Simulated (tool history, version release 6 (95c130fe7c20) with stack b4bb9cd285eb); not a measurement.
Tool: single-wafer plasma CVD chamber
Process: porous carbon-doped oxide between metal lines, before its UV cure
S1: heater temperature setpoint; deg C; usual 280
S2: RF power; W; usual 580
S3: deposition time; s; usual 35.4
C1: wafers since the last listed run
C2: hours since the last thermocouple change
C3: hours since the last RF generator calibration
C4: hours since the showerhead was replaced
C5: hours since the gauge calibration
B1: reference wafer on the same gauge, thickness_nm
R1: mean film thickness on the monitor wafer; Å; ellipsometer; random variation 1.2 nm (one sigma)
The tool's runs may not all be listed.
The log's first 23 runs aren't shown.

{"run": 24, "hour": 715.0, "S1": 274, "S2": 530, "S3": 35.4, "C1": 1776, "C2": 547.6, "C3": 89.9, "C4": 391.7, "C5": 448.3, "B1": 199.384, "R1": 2403.99}
{"run": 25, "hour": 738.0, "S1": 275, "S2": 550, "S3": 35.4, "C1": 582, "C2": 570.6, "C3": 112.9, "C4": 414.7, "C5": 471.3, "B1": 199.39, "R1": 2437.71}
{"run": 26, "hour": 765.6, "S1": 280, "S2": 650, "S3": 35.4, "C1": 699, "C2": 598.2, "C3": 140.5, "C4": 442.3, "C5": 498.9, "B1": 200.088, "R1": 2604.06}
{"run": 27, "hour": 793.6, "S1": 268, "S2": 490, "S3": 35.4, "C1": 709, "C2": 626.2, "C3": 168.5, "C4": 470.3, "C5": 526.9, "B1": 199.821, "R1": 2391.32}
{"run": 28, "hour": 808.8, "S1": 280, "S2": 580, "S3": 35.4, "C1": 385, "C2": 641.4, "C3": 183.7, "C4": 485.5, "C5": 542.1, "B1": 199.923, "R1": 2452.55}
{"run": 29, "hour": 828.3, "S1": 293, "S2": 550, "S3": 35.4, "C1": 494, "C2": 660.9, "C3": 203.2, "C4": 505.0, "C5": 561.6, "B1": 200.531, "R1": 2221.81}
{"run": 30, "hour": 852.5, "S1": 266, "S2": 580, "S3": 39.3, "C1": 613, "C2": 685.1, "C3": 227.4, "C4": 529.2, "C5": 585.8, "B1": 200.344, "R1": 2953.49}
{"run": 31, "hour": 879.5, "S1": 270, "S2": 485, "S3": 28.7, "C1": 684, "C2": 712.1, "C3": 254.4, "C4": 556.2, "C5": 612.8, "B1": 200.204, "R1": 1921.45}
{"run": 32, "hour": 901.9, "S1": 280, "S2": 485, "S3": 33.4, "C1": 567, "C2": 734.5, "C3": 276.8, "C4": 578.6, "C5": 635.2, "B1": 200.989, "R1": 2105.74}
{"run": 33, "hour": 917.4, "S1": 280, "S2": 580, "S3": 31.6, "C1": 392, "C2": 750.0, "C3": 292.3, "C4": 594.1, "C5": 650.7, "B1": 200.389, "R1": 2201.88}
{"run": 34, "hour": 933.3, "S1": 295, "S2": 660, "S3": 39.6, "C1": 403, "C2": 765.9, "C3": 308.2, "C4": 610.0, "C5": 666.6, "B1": 200.995, "R1": 2735.19}
{"run": 35, "hour": 949.1, "S1": 280, "S2": 580, "S3": 35.4, "C1": 400, "C2": 781.7, "C3": 324.0, "C4": 625.8, "C5": 682.4, "B1": 201.214, "R1": 2466.04}

3 ways to go on from here, each from the tool as it stands after run 35. What would each give?
{"run": "A", "hour": 949.5, "S1": 280, "S2": 580, "S3": 35.4, "C1": 10, "C2": 782.1, "C3": 324.4, "C4": 626.2, "C5": 682.8, "B1": "?", "R1": "?"}
{"run": "B", "hour": 949.5, "S1": 292, "S2": 475, "S3": 39.5, "C1": 10, "C2": 782.1, "C3": 324.4, "C4": 626.2, "C5": 682.8, "B1": "?", "R1": "?"}
{"run": "C", "hour": 949.5, "S1": 280, "S2": 635, "S3": 31.0, "C1": 10, "C2": 782.1, "C3": 324.4, "C4": 626.2, "C5": 682.8, "B1": "?", "R1": "?"}

run=A B1=201.596 R1=2470.35
run=B B1=201.596 R1=2297.36
run=C B1=201.596 R1=2286.90
Without the tool's hidden state the same runs would have given:
run=A R1=2430.50
run=B R1=2260.31
run=C R1=2250.01

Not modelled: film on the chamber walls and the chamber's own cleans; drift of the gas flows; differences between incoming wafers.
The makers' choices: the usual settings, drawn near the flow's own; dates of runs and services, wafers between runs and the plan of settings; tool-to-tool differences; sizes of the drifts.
